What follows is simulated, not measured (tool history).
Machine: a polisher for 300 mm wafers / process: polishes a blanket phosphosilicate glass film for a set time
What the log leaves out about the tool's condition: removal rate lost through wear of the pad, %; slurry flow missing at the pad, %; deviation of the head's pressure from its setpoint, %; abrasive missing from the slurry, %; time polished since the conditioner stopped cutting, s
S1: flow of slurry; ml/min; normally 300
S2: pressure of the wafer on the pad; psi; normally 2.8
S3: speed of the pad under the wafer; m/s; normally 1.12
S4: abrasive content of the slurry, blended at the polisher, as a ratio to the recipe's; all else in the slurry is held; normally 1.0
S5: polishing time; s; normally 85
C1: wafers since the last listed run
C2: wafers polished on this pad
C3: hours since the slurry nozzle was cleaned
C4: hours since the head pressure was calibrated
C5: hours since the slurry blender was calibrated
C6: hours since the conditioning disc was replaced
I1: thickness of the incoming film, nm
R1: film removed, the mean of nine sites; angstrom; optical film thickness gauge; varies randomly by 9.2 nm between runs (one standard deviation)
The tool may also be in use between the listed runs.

run	hour	S1	S2	S3	S4	S5	C1	C2	C3	C4	C5	C6	I1	R1
1	0.0	300	2.8	1.12	1.0	85	0	1896	369.6	976.5	172.6	100.7	3882.9	6853
# hour 18.9: worn pad replaced by a new one
2	36.3	300	2.8	1.12	1.0	85	392	211	405.9	1012.8	208.9	137.0	3854.1	7099
# hour 89.1: slurry blender recalibrated
3	96.3	300	2.8	1.34	1.0	104	704	915	465.9	1072.8	7.2	197.0	3853.2	9399
4	162.7	300	2.8	1.34	1.0	104	806	1722	532.3	1139.2	73.6	263.4	3943.4	8884
# hour 234.0: worn pad replaced by a new one
# hour 308.7: slurry blender recalibrated
5	316.3	300	2.8	1.12	1.0	85	1792	974	685.9	1292.8	7.6	417.0	3958.1	7071
6	355.6	300	2.8	1.12	1.0	85	477	1452	725.2	1332.1	46.9	456.3	3820.9	7086
# hour 402.8: worn pad replaced by a new one
7	457.5	300	2.8	1.28	1.0	85	1189	664	827.1	1434.0	148.8	558.2	3870.3	7726
# hour 469.6: conditioning disc replaced and pad reconditioned
# hour 488.2: slurry nozzle cleaned
8	494.2	300	2.8	1.28	1.0	85	409	1073	6.0	1470.7	185.5	24.6	3888.9	7501
# hour 522.3: slurry blender recalibrated
9	546.4	300	2.8	1.28	1.0	85	609	1683	58.2	1522.9	24.1	76.8	3848.4	7518
# hour 586.2: worn pad replaced by a new one
10	597.8	300	2.8	0.76	1.0	85	575	141	109.6	1574.3	75.5	128.2	3830.4	6045
# hour 614.4: head pressure recalibrated
11	630.8	240	2.8	1.24	1.0	56	376	517	142.6	16.4	108.5	161.2	3872.9	4803
12	662.9	350	3.4	1.12	1.0	85	389	907	174.7	48.5	140.6	193.3	3886.9	8808
13	702.5	300	2.8	1.12	1.0	85	481	1388	214.3	88.1	180.2	232.9	3933.7	6802
# hour 728.7: slurry blender recalibrated
# hour 759.3: worn pad replaced by a new one
14	771.7	300	2.8	1.12	1.0	85	767	150	283.5	157.3	43.0	302.1	3910.4	6951
15	819.9	300	3.1	0.92	1.0	85	585	735	331.7	205.5	91.2	350.3	3849.5	6990
16	850.9	215	2.8	1.12	1.3	71	376	1112	362.7	236.5	122.2	381.3	3911.7	6302
17	929.9	300	2.8	1.34	1.0	104	959	2071	441.7	315.5	201.2	460.3	3924.9	9072
# hour 947.6: slurry blender recalibrated
# hour 982.3: worn pad replaced by a new one
18	987.1	375	2.8	1.12	0.7	85	621	58	498.9	372.7	39.5	517.5	3829.6	6128

Consider 4 possible next runs. They are alternatives, not a sequence: every one starts from the tool as it was left by run 18. What does each give?
A	987.5	230	2.8	1.12	1.0	85	4	63	499.3	373.1	39.9	517.9	3919.4	?
B	987.5	260	2.8	1.12	1.0	85	4	63	499.3	373.1	39.9	517.9	3919.4	?
C	987.5	300	3.7	0.96	0.9	57	4	63	499.3	373.1	39.9	517.9	3919.4	?
D	987.5	365	2.8	1.12	1.0	85	4	63	499.3	373.1	39.9	517.9	3919.4	?

run	R1
A	6934
B	7042
C	5621
D	7278
Had the tool no hidden state, the same runs would have come out as:
run	R1
A	6979
B	7088
C	5658
D	7325
